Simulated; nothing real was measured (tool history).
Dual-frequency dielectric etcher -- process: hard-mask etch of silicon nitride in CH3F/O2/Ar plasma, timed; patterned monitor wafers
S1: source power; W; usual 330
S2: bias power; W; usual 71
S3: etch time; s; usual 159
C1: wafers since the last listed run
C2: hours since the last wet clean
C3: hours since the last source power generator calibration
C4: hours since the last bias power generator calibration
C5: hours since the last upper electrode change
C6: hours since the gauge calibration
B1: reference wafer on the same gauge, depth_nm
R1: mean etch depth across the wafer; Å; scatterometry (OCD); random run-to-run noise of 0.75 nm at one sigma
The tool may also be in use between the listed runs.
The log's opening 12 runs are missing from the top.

run,hour,S1,S2,S3,C1,C2,C3,C4,C5,C6,B1,R1
13,447.5,330,71,159,249,155,1923.1,4430.3,4310.2,124.2,117,1211
14,471.9,290,71,200,231,179.4,1947.5,4454.7,4334.6,148.6,117.1,1431
# hour 519.8: upper electrode replaced
15,520.3,280,81,188.5,231,227.8,1995.9,4503.1,0.5,197,117.1,1387
16,524.4,280,83,127.5,38,231.9,2000,4507.2,4.6,201.1,117.1,938
17,557.6,330,58,159,315,265.1,2033.2,4540.4,37.8,234.3,116.9,1104
18,590.4,380,81,159,311,297.9,2066,4573.2,70.6,267.1,117.1,1346
19,616.1,330,58,159,244,323.6,2091.7,4598.9,96.3,292.8,117,1105
# hour 631.1: source power generator calibrated
# hour 644.9: bias power generator calibrated
20,645.4,350,55,159,202,352.9,14.3,0.5,125.6,322.1,116.9,1117
21,658.1,260,71,121.5,120,365.6,27,13.2,138.3,334.8,117,799
22,682.5,330,71,159,231,390,51.4,37.6,162.7,359.2,117.1,1166

Run 23 has not been measured yet. What should we expect?
# hour 708.7: wet clean of the chamber
23,724.3,370,71,189,169,15.6,93.2,79.4,204.5,401,?,?

For run 23 the tool returned B1 117.1, R1 1531 Å.
Had the tool carried no hidden state, the very same run would have given R1 1534 Å.

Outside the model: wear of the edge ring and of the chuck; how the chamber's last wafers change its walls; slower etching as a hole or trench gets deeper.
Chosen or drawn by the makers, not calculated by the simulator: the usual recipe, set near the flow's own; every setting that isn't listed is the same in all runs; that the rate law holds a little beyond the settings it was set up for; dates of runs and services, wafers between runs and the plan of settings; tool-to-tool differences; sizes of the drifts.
